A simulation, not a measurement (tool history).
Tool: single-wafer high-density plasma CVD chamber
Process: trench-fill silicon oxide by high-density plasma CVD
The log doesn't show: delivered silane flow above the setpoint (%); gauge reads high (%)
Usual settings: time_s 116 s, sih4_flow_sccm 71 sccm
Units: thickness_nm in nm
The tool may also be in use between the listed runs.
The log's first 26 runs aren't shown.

run	hour	time_s	sih4_flow_sccm	wafers since the last listed run	hours since the silane flow controller was replaced	hours since the gauge calibration	read-back reference wafer on the same gauge, thickness_nm	thickness_nm
# hour 756.6: gauge calibrated
27	768.6	125	80	189	3438.1	12	791.185	1031.004
28	793.1	109	60	189	3462.6	36.5	790.754	688.766
# hour 841.3: silane flow controller replaced
29	899	116	71	758	57.7	142.4	791.068	813.948
30	913.7	116	83	113	72.4	157.1	791.233	944.899
31	941.1	116	71	212	99.8	184.5	791.653	814.529
32	967.6	123	57	205	126.3	211	790.764	704.913
33	991.3	138	59	183	150	234.7	790.775	819.91
34	1019.1	116	71	215	177.8	262.5	791.535	815.523
35	1052.4	116	71	258	211.1	295.8	791.366	813.699
36	1069.8	96	78	134	228.5	313.2	791.698	736.688
37	1098	138	71	218	256.7	341.4	790.8	972.276
38	1127.5	128	62	228	286.2	370.9	791.032	793.855
39	1163.2	99	66	276	321.9	406.6	790.993	650.696
40	1196.1	116	61	255	354.8	439.5	791.251	709.012
41	1228.5	98	83	251	387.2	471.9	791.011	799.463

Forecast each of these 4 alternatives for the next run:
A	1228.9	116	80	3	387.6	472.3	?	?
B	1228.9	95	71	3	387.6	472.3	?	?
C	1228.9	116	63	3	387.6	472.3	?	?
D	1228.9	129	71	3	387.6	472.3	?	?

run	read-back reference wafer on the same gauge, thickness_nm	thickness_nm
A	790.886	911.551
B	790.886	667.55
C	790.886	729.391
D	790.886	906.462
Without the tool's hidden state the same runs would have given:
run	thickness_nm
A	915.766
B	670.636
C	732.763
D	910.653

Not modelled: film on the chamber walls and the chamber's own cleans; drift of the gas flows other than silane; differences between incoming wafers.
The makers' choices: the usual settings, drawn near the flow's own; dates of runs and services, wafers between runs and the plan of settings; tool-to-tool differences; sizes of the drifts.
